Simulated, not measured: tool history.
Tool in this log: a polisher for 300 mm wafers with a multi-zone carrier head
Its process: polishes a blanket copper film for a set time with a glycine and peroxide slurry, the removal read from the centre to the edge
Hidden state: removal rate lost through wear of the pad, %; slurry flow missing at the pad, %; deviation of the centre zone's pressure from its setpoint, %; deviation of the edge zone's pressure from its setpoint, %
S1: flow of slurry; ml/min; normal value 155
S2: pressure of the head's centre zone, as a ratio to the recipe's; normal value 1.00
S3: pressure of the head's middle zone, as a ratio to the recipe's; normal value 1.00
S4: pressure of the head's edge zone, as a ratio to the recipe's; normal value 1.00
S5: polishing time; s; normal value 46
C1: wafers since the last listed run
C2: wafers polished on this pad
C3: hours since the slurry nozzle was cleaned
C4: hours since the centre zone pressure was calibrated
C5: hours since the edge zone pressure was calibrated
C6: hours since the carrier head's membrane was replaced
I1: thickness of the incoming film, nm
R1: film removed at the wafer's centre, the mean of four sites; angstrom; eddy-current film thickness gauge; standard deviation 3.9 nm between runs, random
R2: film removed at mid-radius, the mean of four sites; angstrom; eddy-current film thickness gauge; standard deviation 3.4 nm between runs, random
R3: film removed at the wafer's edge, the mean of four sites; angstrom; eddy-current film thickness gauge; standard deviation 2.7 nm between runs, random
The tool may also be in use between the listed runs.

run   hour   S1    S2    S3    S4  S5   C1   C2     C3     C4      C5      C6      I1    R1    R2    R3
  1    0.0  155  1.00  1.00  1.00  46    0  485    4.6  268.3  1002.0  1039.0  2299.8  2651  2750  2656
  2   19.4  155  1.00  1.00  1.00  46  221  707   24.0  287.7  1021.4  1058.4  2295.6  2559  2639  2621
  3   33.5  155  1.00  1.00  1.00  46  161  869   38.1  301.8  1035.5  1072.5  2262.5  2559  2713  2623
      51.6  -- worn pad replaced by a new one
  4   52.1  155  1.00  1.00  1.00  46  167    6   56.7  320.4  1054.1  1091.1  2315.5  2963  3106  2948
  5   73.0  155  1.00  1.00  1.00  46  239  245   77.6  341.3  1075.0  1112.0  2290.0  2778  2888  2796
  6  118.9  155  1.00  0.94  1.00  46  525  770  123.5  387.2  1120.9  1157.9  2274.6  2583  2583  2650
     133.6  -- worn pad replaced by a new one
     135.0  -- edge zone pressure recalibrated
     168.8  -- centre zone pressure recalibrated
  7  174.5  130  1.00  1.00  1.00  46  550  428  179.1    5.7    39.5  1213.5  2244.1  2610  2729  2698
     181.9  -- slurry nozzle cleaned
     184.5  -- carrier head's membrane replaced by a new one
  8  201.3  130  1.00  1.00  1.00  46  265  694   19.4   32.5    66.3    16.8  2339.3  2515  2613  2596
     217.7  -- worn pad replaced by a new one
  9  221.9  155  1.00  1.00  1.00  46  189   48   40.0   53.1    86.9    37.4  2298.1  2890  3038  2913
 10  237.6  155  1.00  1.00  1.00  36  179  227   55.7   68.8   102.6    53.1  2312.3  2140  2287  2179
 11  253.1  115  1.00  1.00  1.00  46  177  404   71.2   84.3   118.1    68.6  2273.8  2525  2641  2601
 12  274.3  200  1.06  1.00  1.00  46  242  647   92.4  105.5   139.3    89.8  2263.3  2924  2827  2741
 13  297.6  155  1.08  1.09  1.00  46  266  914  115.7  128.8   162.6   113.1  2288.3  2697  2884  2638
     314.1  -- worn pad replaced by a new one
 14  319.1  155  1.08  1.09  1.00  46  200   57  137.2  150.3   184.1   134.6  2280.3  3081  3293  2880
 15  332.3  155  1.00  1.00  1.00  46  151  208  150.4  163.5   197.3   147.8  2295.2  2801  2952  2851
 16  353.0  210  1.00  1.00  1.00  46  236  445  171.1  184.2   218.0   168.5  2283.0  2875  2983  2831
     359.1  -- slurry nozzle cleaned
 17  373.1  155  1.00  1.00  0.90  36  218  663   14.0  204.3   238.1   188.6  2275.1  2077  2183  1981
     402.6  -- worn pad replaced by a new one
 18  403.1  155  0.89  0.89  1.00  46  297    5   44.0  234.3   268.1   218.6  2275.0  2614  2760  2906
 19  412.9  155  1.00  1.00  1.00  46  112  117   53.8  244.1   277.9   228.4  2310.3  2770  2916  2806
 20  442.0  130  1.00  1.00  1.00  46  332  450   82.9  273.2   307.0   257.5  2301.0  2487  2679  2573

4 options for the next run, each taken on its own from the tool as it stands now. Forecast them:
  A  442.4  155  1.00  1.04  1.00  46   4  455  83.3  273.6  307.4  257.9  2274.2   ?   ?   ?
  B  442.4  155  0.89  1.10  1.00  56   4  455  83.3  273.6  307.4  257.9  2274.2   ?   ?   ?
  C  442.4  135  1.00  1.00  1.00  46   4  455  83.3  273.6  307.4  257.9  2274.2   ?   ?   ?
  D  442.4  155  1.00  0.89  1.03  46   4  455  83.3  273.6  307.4  257.9  2274.2   ?   ?   ?

run    R1    R2    R3
  A  2699  2862  2660
  B  2963  3657  3236
  C  2619  2696  2611
  D  2697  2511  2702
Take away the tool's hidden state, keep each run's random variation, and the runs would have read:
run    R1    R2    R3
  A  3054  3238  3010
  B  3352  4138  3661
  C  2963  3050  2955
  D  3051  2842  3057
